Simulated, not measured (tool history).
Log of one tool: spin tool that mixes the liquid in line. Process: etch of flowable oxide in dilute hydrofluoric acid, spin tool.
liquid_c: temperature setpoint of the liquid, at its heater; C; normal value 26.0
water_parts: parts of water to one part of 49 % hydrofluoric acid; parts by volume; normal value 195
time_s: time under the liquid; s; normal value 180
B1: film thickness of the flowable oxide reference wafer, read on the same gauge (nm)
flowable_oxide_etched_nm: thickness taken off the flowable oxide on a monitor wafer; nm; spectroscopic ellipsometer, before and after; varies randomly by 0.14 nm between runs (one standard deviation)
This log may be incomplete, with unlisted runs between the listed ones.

run 1 hour=0.0 | liquid_c=26.0 water_parts=195 time_s=240 | B1=120.00 | flowable_oxide_etched_nm=33.72
run 2 hour=17.3 | liquid_c=26.0 water_parts=195 time_s=240 | B1=120.02 | flowable_oxide_etched_nm=34.16
run 3 hour=29.8 | liquid_c=26.0 water_parts=195 time_s=235 | B1=120.00 | flowable_oxide_etched_nm=33.12
run 4 hour=38.5 | liquid_c=26.0 water_parts=195 time_s=180 | B1=120.01 | flowable_oxide_etched_nm=25.65
run 5 hour=56.5 | liquid_c=26.0 water_parts=195 time_s=180 | B1=120.00 | flowable_oxide_etched_nm=25.49
run 6 hour=70.0 | liquid_c=26.0 water_parts=195 time_s=180 | B1=120.01 | flowable_oxide_etched_nm=25.60
run 7 hour=78.8 | liquid_c=26.0 water_parts=270 time_s=180 | B1=120.01 | flowable_oxide_etched_nm=17.06
run 8 hour=111.6 | liquid_c=26.0 water_parts=195 time_s=180 | B1=119.99 | flowable_oxide_etched_nm=25.64
-- hour=127.5 hydrofluoric acid flow meter replaced
run 9 hour=128.0 | liquid_c=26.0 water_parts=195 time_s=180 | B1=120.00 | flowable_oxide_etched_nm=25.66
run 10 hour=143.3 | liquid_c=26.0 water_parts=195 time_s=180 | B1=119.98 | flowable_oxide_etched_nm=25.87
run 11 hour=159.3 | liquid_c=26.0 water_parts=195 time_s=180 | B1=119.99 | flowable_oxide_etched_nm=25.89
run 12 hour=170.3 | liquid_c=26.0 water_parts=195 time_s=180 | B1=119.98 | flowable_oxide_etched_nm=25.81
run 13 hour=181.8 | liquid_c=26.0 water_parts=280 time_s=140 | B1=119.99 | flowable_oxide_etched_nm=12.78
run 14 hour=199.5 | liquid_c=28.0 water_parts=290 time_s=210 | B1=119.99 | flowable_oxide_etched_nm=19.40
run 15 hour=216.5 | liquid_c=26.0 water_parts=195 time_s=180 | B1=120.02 | flowable_oxide_etched_nm=26.16
run 16 hour=229.8 | liquid_c=31.0 water_parts=135 time_s=265 | B1=120.00 | flowable_oxide_etched_nm=70.68
run 17 hour=239.2 | liquid_c=27.5 water_parts=140 time_s=110 | B1=120.00 | flowable_oxide_etched_nm=25.00
-- hour=240.4 thermometer replaced
run 18 hour=246.3 | liquid_c=21.5 water_parts=105 time_s=285 | B1=120.01 | flowable_oxide_etched_nm=65.96
-- hour=250.5 gauge calibrated
run 19 hour=261.7 | liquid_c=24.0 water_parts=125 time_s=285 | B1=120.00 | flowable_oxide_etched_nm=60.19
run 20 hour=273.0 | liquid_c=28.5 water_parts=195 time_s=85 | B1=119.99 | flowable_oxide_etched_nm=12.52
run 21 hour=285.0 | liquid_c=26.0 water_parts=220 time_s=180 | B1=120.00 | flowable_oxide_etched_nm=21.19
run 22 hour=301.1 | liquid_c=26.0 water_parts=195 time_s=180 | B1=120.01 | flowable_oxide_etched_nm=24.16
run 23 hour=312.9 | liquid_c=26.0 water_parts=235 time_s=70 | B1=120.01 | flowable_oxide_etched_nm=7.48
run 24 hour=320.9 | liquid_c=26.0 water_parts=195 time_s=180 | B1=120.01 | flowable_oxide_etched_nm=24.50

State the hidden condition of the tool at each of the runs:
hydrofluoric acid flow below the setpoint (%): 0 across all the runs
gauge reads high (%): 0 across all the runs
H1: liquid hotter than its thermometer reads (K)
run=1 H1=1.51
run=2 H1=1.55
run=3 H1=1.58
run=4 H1=1.6
run=5 H1=1.64
run=6 H1=1.67
run=7 H1=1.69
run=8 H1=1.77
run=9 H1=1.81
run=10 H1=1.84
run=11 H1=1.88
run=12 H1=1.91
run=13 H1=1.93
run=14 H1=1.97
run=15 H1=2.01
run=16 H1=2.05
run=17 H1=2.07
run=18 H1=0.121
run=19 H1=0.157
run=20 H1=0.183
run=21 H1=0.211
run=22 H1=0.249
run=23 H1=0.277
run=24 H1=0.296
